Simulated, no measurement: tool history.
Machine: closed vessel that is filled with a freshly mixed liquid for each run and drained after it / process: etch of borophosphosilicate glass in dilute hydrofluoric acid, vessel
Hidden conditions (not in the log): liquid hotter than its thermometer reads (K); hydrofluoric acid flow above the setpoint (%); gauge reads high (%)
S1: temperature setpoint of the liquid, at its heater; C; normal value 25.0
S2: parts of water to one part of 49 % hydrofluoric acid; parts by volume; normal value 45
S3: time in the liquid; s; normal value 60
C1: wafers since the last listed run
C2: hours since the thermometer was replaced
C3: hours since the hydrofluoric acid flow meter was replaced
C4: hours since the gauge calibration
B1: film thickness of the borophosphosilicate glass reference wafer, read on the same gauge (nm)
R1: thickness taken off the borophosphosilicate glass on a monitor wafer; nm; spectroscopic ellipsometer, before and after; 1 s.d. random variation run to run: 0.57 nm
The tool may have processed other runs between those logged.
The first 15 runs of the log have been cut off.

run,hour,S1,S2,S3,C1,C2,C3,C4,B1,R1
16,720.2,25.0,45,60,5764,215.6,171.7,90.8,109.99,80.31
17,787.1,22.0,45,40,6514,282.5,238.6,157.7,109.99,47.03
18,821.7,25.0,45,60,3369,317.1,273.2,192.3,110.00,80.15
19,864.4,29.5,55,60,4158,359.8,315.9,235.0,110.01,78.68
20,915.3,28.5,25,60,4956,410.7,366.8,285.9,110.00,172.88
21,941.5,25.0,45,60,2551,436.9,393.0,312.1,109.99,80.80
22,1004.2,28.5,45,60,6105,499.6,455.7,374.8,110.03,92.39
23,1075.4,25.0,65,60,6933,570.8,526.9,446.0,110.03,54.27
24,1136.1,25.0,65,60,5910,631.5,587.6,506.7,110.01,54.89
25,1168.9,25.0,45,70,3194,664.3,620.4,539.5,110.00,93.76
26,1201.2,25.0,45,60,3145,696.6,652.7,571.8,109.99,81.62
27,1231.3,25.0,45,90,2931,726.7,682.8,601.9,110.00,121.65
28,1290.0,25.0,45,45,5716,785.4,741.5,660.6,109.97,61.02
29,1339.2,27.5,40,60,4791,834.6,790.7,709.8,110.02,102.20
30,1398.2,22.0,55,30,5745,893.6,849.7,768.8,110.02,29.29
31,1431.2,25.0,45,30,3213,926.6,882.7,801.8,109.98,41.42
# hour 1471.4: hydrofluoric acid flow meter replaced
32,1476.9,21.0,45,60,4352,972.3,5.5,847.5,109.97,69.38
33,1530.7,27.0,45,60,5239,1026.1,59.3,901.3,109.98,88.88

Here are 3 independent what-if runs from the current tool condition. What would each one return?
A,1531.4,25.0,45,60,68,1026.8,60.0,902.0,?,?
B,1531.4,21.0,65,75,68,1026.8,60.0,902.0,?,?
C,1531.4,25.0,45,85,68,1026.8,60.0,902.0,?,?

run,B1,R1
A,110.01,81.57
B,110.01,58.34
C,110.01,115.55
Stripped of hidden state, with their random variation kept, the same runs would have yielded:
run,R1
A,78.91
B,56.41
C,111.79
